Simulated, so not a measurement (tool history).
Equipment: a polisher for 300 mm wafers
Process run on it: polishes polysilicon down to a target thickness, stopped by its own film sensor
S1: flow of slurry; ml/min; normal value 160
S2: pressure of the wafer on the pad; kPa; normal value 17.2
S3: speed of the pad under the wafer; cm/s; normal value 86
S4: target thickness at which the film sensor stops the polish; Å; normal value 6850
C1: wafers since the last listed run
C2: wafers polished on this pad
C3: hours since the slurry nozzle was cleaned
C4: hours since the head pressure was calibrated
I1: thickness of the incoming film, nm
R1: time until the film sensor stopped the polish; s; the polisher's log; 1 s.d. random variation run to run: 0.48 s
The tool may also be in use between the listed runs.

{"run": 1, "hour": 0.0, "S1": 160, "S2": 17.2, "S3": 86, "S4": 6850, "C1": 0, "C2": 467, "C3": 284.3, "C4": 553.6, "I1": 1134.5, "R1": 63.2}
{"run": 2, "hour": 11.5, "S1": 160, "S2": 17.2, "S3": 86, "S4": 6850, "C1": 106, "C2": 573, "C3": 295.8, "C4": 565.1, "I1": 1131.6, "R1": 64}
{"run": 3, "hour": 20.9, "S1": 160, "S2": 17.2, "S3": 86, "S4": 6850, "C1": 86, "C2": 659, "C3": 305.2, "C4": 574.5, "I1": 1125.3, "R1": 65.6}
{"run": 4, "hour": 35.0, "S1": 160, "S2": 17.2, "S3": 86, "S4": 6850, "C1": 130, "C2": 789, "C3": 319.3, "C4": 588.6, "I1": 1112.6, "R1": 65.2}
{"run": 5, "hour": 45.7, "S1": 160, "S2": 17.2, "S3": 86, "S4": 6850, "C1": 98, "C2": 888, "C3": 330, "C4": 599.3, "I1": 1122.6, "R1": 68.2}
{"run": 6, "hour": 62.9, "S1": 160, "S2": 17.2, "S3": 86, "S4": 6850, "C1": 158, "C2": 1047, "C3": 347.2, "C4": 616.5, "I1": 1129.7, "R1": 71.5}
{"run": 7, "hour": 71.8, "S1": 160, "S2": 17.2, "S3": 86, "S4": 6850, "C1": 82, "C2": 1129, "C3": 356.1, "C4": 625.4, "I1": 1141.9, "R1": 75.3}
{"hour": 78.8, "done": "slurry nozzle cleaned"}
{"hour": 79.0, "done": "worn pad replaced by a new one"}
{"run": 8, "hour": 88.8, "S1": 200, "S2": 17.2, "S3": 102, "S4": 6850, "C1": 146, "C2": 90, "C3": 10, "C4": 642.4, "I1": 1116.9, "R1": 46.5}
{"run": 9, "hour": 97.4, "S1": 160, "S2": 17.2, "S3": 86, "S4": 6850, "C1": 79, "C2": 170, "C3": 18.6, "C4": 651, "I1": 1143.2, "R1": 59.8}
{"hour": 105.0, "done": "head pressure recalibrated"}
{"run": 10, "hour": 113.8, "S1": 160, "S2": 17.2, "S3": 86, "S4": 6850, "C1": 132, "C2": 302, "C3": 35, "C4": 8.8, "I1": 1138.7, "R1": 59.7}
{"run": 11, "hour": 126.0, "S1": 130, "S2": 20.7, "S3": 104, "S4": 7450, "C1": 112, "C2": 415, "C3": 47.2, "C4": 21, "I1": 1141.9, "R1": 38.7}
{"run": 12, "hour": 137.1, "S1": 160, "S2": 22.1, "S3": 96, "S4": 7530, "C1": 102, "C2": 517, "C3": 58.3, "C4": 32.1, "I1": 1122.7, "R1": 34.1}
{"run": 13, "hour": 160.1, "S1": 190, "S2": 17.2, "S3": 86, "S4": 7700, "C1": 212, "C2": 729, "C3": 81.3, "C4": 55.1, "I1": 1138.3, "R1": 50}
{"run": 14, "hour": 174.3, "S1": 160, "S2": 15.9, "S3": 108, "S4": 5410, "C1": 130, "C2": 860, "C3": 95.5, "C4": 69.3, "I1": 1112.8, "R1": 70.1}
{"run": 15, "hour": 182.5, "S1": 160, "S2": 19.3, "S3": 86, "S4": 6850, "C1": 75, "C2": 936, "C3": 103.7, "C4": 77.5, "I1": 1145.4, "R1": 58.2}

Hidden state at the last listed run before each entry between runs and at the first one after, where it differs:
In the gap between runs 7 and 8: slurry nozzle cleaned (hour 78.8); worn pad replaced by a new one (hour 79)
  removal rate lost through wear of the pad, %: 10.6 -> 0.135; slurry flow missing at the pad, %: 38.6 -> 0.428
  what was measured, less what the result would be without the hidden state, R1: +15.6 -> +0.1 s
In the gap between runs 9 and 10: head pressure recalibrated (hour 105)
  removal rate lost through wear of the pad, %: 0.298 -> 0.887; slurry flow missing at the pad, %: 0.5 -> 0.757
  what was measured, less what the result would be without the hidden state, R1: +0.3 -> +0.6 s
